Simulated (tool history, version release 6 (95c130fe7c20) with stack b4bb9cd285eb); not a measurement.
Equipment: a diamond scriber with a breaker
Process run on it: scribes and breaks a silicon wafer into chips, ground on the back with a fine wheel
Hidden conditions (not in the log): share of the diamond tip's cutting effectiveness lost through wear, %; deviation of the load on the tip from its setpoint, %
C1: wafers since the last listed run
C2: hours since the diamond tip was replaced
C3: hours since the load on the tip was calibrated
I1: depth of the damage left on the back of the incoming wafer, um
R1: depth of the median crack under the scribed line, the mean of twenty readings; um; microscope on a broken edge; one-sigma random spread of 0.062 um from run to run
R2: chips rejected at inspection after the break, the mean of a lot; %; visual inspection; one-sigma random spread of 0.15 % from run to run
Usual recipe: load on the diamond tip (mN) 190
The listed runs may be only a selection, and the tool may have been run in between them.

{"run": 1, "day": 0.0, "load on the diamond tip (mN)": 177, "C1": 0, "C2": 790.2, "C3": 875.2, "I1": 2.01, "R1": 8.53, "R2": 12.86}
{"run": 2, "day": 0.479, "load on the diamond tip (mN)": 218, "C1": 29, "C2": 801.7, "C3": 886.7, "I1": 2.14, "R1": 9.82, "R2": 6.98}
{"run": 3, "day": 1.317, "load on the diamond tip (mN)": 218, "C1": 50, "C2": 821.8, "C3": 906.8, "I1": 1.68, "R1": 9.68, "R2": 6.22}
{"run": 4, "day": 1.762, "load on the diamond tip (mN)": 218, "C1": 27, "C2": 832.5, "C3": 917.5, "I1": 2.69, "R1": 9.78, "R2": 7.73}
{"run": 5, "day": 2.042, "load on the diamond tip (mN)": 157, "C1": 16, "C2": 839.2, "C3": 924.2, "I1": 2.27, "R1": 7.72, "R2": 22.85}
{"run": 6, "day": 2.408, "load on the diamond tip (mN)": 190, "C1": 22, "C2": 848.0, "C3": 933.0, "I1": 2.39, "R1": 8.76, "R2": 14.41}
{"run": 7, "day": 3.117, "load on the diamond tip (mN)": 190, "C1": 42, "C2": 865.0, "C3": 950.0, "I1": 2.31, "R1": 8.71, "R2": 13.03}
{"day": 3.246, "done": "load on the tip recalibrated"}
{"run": 8, "day": 3.408, "load on the diamond tip (mN)": 190, "C1": 12, "C2": 872.0, "C3": 3.9, "I1": 2.95, "R1": 9.7, "R2": 6.96}
{"run": 9, "day": 4.033, "load on the diamond tip (mN)": 210, "C1": 37, "C2": 887.0, "C3": 18.9, "I1": 2.7, "R1": 10.3, "R2": 5.91}
{"run": 10, "day": 4.625, "load on the diamond tip (mN)": 165, "C1": 35, "C2": 901.2, "C3": 33.1, "I1": 2.99, "R1": 8.61, "R2": 15.29}
{"run": 11, "day": 5.012, "load on the diamond tip (mN)": 211, "C1": 23, "C2": 910.5, "C3": 42.4, "I1": 2.61, "R1": 10.1, "R2": 5.34}
{"day": 5.625, "done": "diamond tip replaced by a new one"}
{"run": 12, "day": 6.742, "load on the diamond tip (mN)": 190, "C1": 99, "C2": 26.8, "C3": 83.9, "I1": 2.4, "R1": 11.41, "R2": 2.48}
{"run": 13, "day": 7.217, "load on the diamond tip (mN)": 190, "C1": 28, "C2": 38.2, "C3": 95.3, "I1": 2.23, "R1": 11.45, "R2": 2.44}
{"run": 14, "day": 7.504, "load on the diamond tip (mN)": 238, "C1": 17, "C2": 45.1, "C3": 102.2, "I1": 1.71, "R1": 13.3, "R2": 2.48}
{"run": 15, "day": 7.838, "load on the diamond tip (mN)": 143, "C1": 20, "C2": 53.1, "C3": 110.2, "I1": 1.7, "R1": 9.29, "R2": 8.33}
{"run": 16, "day": 8.446, "load on the diamond tip (mN)": 220, "C1": 36, "C2": 67.7, "C3": 124.8, "I1": 2.23, "R1": 12.37, "R2": 1.96}
{"run": 17, "day": 8.812, "load on the diamond tip (mN)": 222, "C1": 22, "C2": 76.5, "C3": 133.6, "I1": 2.68, "R1": 12.39, "R2": 2.39}

4 options for the next run, each taken on its own from the tool as it stands now. Forecast them:
{"run": "A", "day": 8.842, "load on the diamond tip (mN)": 190, "C1": 1, "C2": 77.2, "C3": 134.3, "I1": 1.75, "R1": "?", "R2": "?"}
{"run": "B", "day": 8.842, "load on the diamond tip (mN)": 224, "C1": 1, "C2": 77.2, "C3": 134.3, "I1": 1.75, "R1": "?", "R2": "?"}
{"run": "C", "day": 8.842, "load on the diamond tip (mN)": 155, "C1": 1, "C2": 77.2, "C3": 134.3, "I1": 1.75, "R1": "?", "R2": "?"}
{"run": "D", "day": 8.842, "load on the diamond tip (mN)": 219, "C1": 1, "C2": 77.2, "C3": 134.3, "I1": 1.75, "R1": "?", "R2": "?"}

run=A R1=11.08 R2=2.27
run=B R1=12.41 R2=1.74
run=C R1=9.62 R2=6.85
run=D R1=12.22 R2=1.64
Without the tool's unlogged condition, the same runs would have read:
run=A R1=11.93 R2=1.60
run=B R1=13.36 R2=2.93
run=C R1=10.35 R2=3.93
run=D R1=13.16 R2=2.58
